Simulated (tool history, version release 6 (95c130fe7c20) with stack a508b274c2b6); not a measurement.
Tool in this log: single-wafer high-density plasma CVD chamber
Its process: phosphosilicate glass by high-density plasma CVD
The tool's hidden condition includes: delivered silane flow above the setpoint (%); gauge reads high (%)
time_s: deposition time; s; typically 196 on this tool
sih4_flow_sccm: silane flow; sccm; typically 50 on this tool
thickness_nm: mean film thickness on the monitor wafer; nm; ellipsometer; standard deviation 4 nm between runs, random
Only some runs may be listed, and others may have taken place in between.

run     day  time_s  sih4_flow_sccm  wafers since the last listed run  hours since the silane flow controller was replaced  hours since the gauge calibration  read-back reference wafer on the same gauge, thickness_nm  thickness_nm
  1       0     196              50                                 0                                                  104                              542.7                                                   1121.153      1013.928
  2   1.229     196              50                               173                                                133.5                              572.2                                                   1121.022      1007.534
  3   3.158     196              50                               272                                                179.8                              618.5                                                   1119.207      1006.931
  4   4.529     196              50                               193                                                212.7                              651.4                                                   1120.003      1006.642
  5   5.817     196              50                               181                                                243.6                              682.3                                                   1119.141      1009.027
  6   7.671     196              50                               261                                                288.1                              726.8                                                   1119.904      1005.521
  7  10.371     222              50                               380                                                352.9                              791.6                                                   1119.775      1145.377
  8  11.633     222              50                               178                                                383.2                              821.9                                                   1120.458      1141.823
  9  13.817     175              50                               308                                                435.6                              874.3                                                   1120.374       905.834
 10  15.612     175              50                               253                                                478.7                              917.4                                                   1119.961       904.192
 11  18.346     175              50                               385                                                544.3                                983                                                    1119.54       896.777
 12  20.704     196              50                               332                                                600.9                             1039.6                                                   1120.668       1008.25
 13  23.075     196              50                               334                                                657.8                             1096.5                                                   1119.208      1019.379
 14  25.733     196              47                               375                                                721.6                             1160.3                                                   1120.569       970.195
 15  31.625     221              50                               831                                                  863                             1301.7                                                   1120.548      1142.128
 16  33.488     211              50                               262                                                907.7                             1346.4                                                   1120.264      1099.386
 17  35.625     196              55                               301                                                  959                             1397.7                                                   1119.643      1096.504
 18  37.392     196              55                               249                                               1001.4                             1440.1                                                    1121.58      1088.808
 19  40.138     196              50                               387                                               1067.3                               1506                                                   1121.242      1022.705
 20  42.108     196              50                               278                                               1114.6                             1553.3                                                   1119.196          1021
 21  43.829     196              50                               242                                               1155.9                             1594.6                                                    1120.25      1024.901
 22  45.558     164              56                               243                                               1197.4                             1636.1                                                   1120.544       938.129
 23  48.529     217              56                               419                                               1268.7                             1707.4                                                   1119.865      1236.042
 24  51.362     175              46                               399                                               1336.7                             1775.4                                                   1119.918       864.353
 25    54.1     210              53                               386                                               1402.4                             1841.1                                                   1120.993      1157.425
 26    56.1     184              56                               282                                               1450.4                             1889.1                                                    1119.74      1051.252
 27  60.029     161              44                               554                                               1544.7                             1983.4                                                   1119.541       777.811
     60.879  -- silane flow controller replaced
 28   63.85     230              50                               492                                                 71.3                             2075.1                                                   1119.659      1188.931
 29  66.292     224              40                               344                                                129.9                             2133.7                                                   1120.126       994.242
 30  68.525     196              50                               315                                                183.5                             2187.3                                                   1120.255      1007.376
 31  70.712     235              54                               308                                                  236                             2239.8                                                   1120.576      1284.817
     71.192  -- gauge calibrated
 32  73.417     163              47                               381                                                300.9                               53.4                                                     1118.9       810.599
 33  74.758     221              44                               189                                                333.1                               85.6                                                    1120.26      1047.296
 34  77.108     215              58                               331                                                389.5                                142                                                   1119.336      1243.719
 35  79.483     228              55                               335                                                446.5                                199                                                   1120.188      1268.155
 36  81.483     176              58                               282                                                494.5                                247                                                   1120.147      1016.645
 37  83.617     235              54                               300                                                545.7                              298.2                                                    1121.27      1286.465
 38  84.696     168              42                               152                                                571.6                              324.1                                                   1119.847       777.032
 39  86.996     211              45                               324                                                626.8                              379.3                                                   1118.613      1013.246
 40  88.642     196              50                               232                                                666.3                              418.8                                                   1119.212      1012.994
 41  90.012     216              58                               193                                                699.2                              451.7                                                   1120.166      1258.539

Pick out some run-to-run changes in thickness_nm. Of each, how much would a tool without hidden state show as well, from the settings, what came in and chance, and how much is left for the hidden state and any gauge scatter not in both results compared?
Run 22 -> 23: time_s 164 -> 217. thickness_nm +297.913 nm: hidden state +5.037, all else +292.876.
Run 24 -> 25: time_s 175 -> 210, sih4_flow_sccm 46 -> 53. thickness_nm +293.072 nm: hidden state +6.134, all else +286.938.
Run 27 -> 28: time_s 161 -> 230, sih4_flow_sccm 44 -> 50, silane flow controller replaced. thickness_nm +411.12 nm: hidden state -18.069, all else +429.189.
Run 31 -> 32: time_s 235 -> 163, sih4_flow_sccm 54 -> 47, gauge calibrated. thickness_nm -474.218 nm: hidden state +1.199, all else -475.417.
Run 37 -> 38: time_s 235 -> 168, sih4_flow_sccm 54 -> 42. thickness_nm -509.433 nm: hidden state -0.356, all else -509.077.
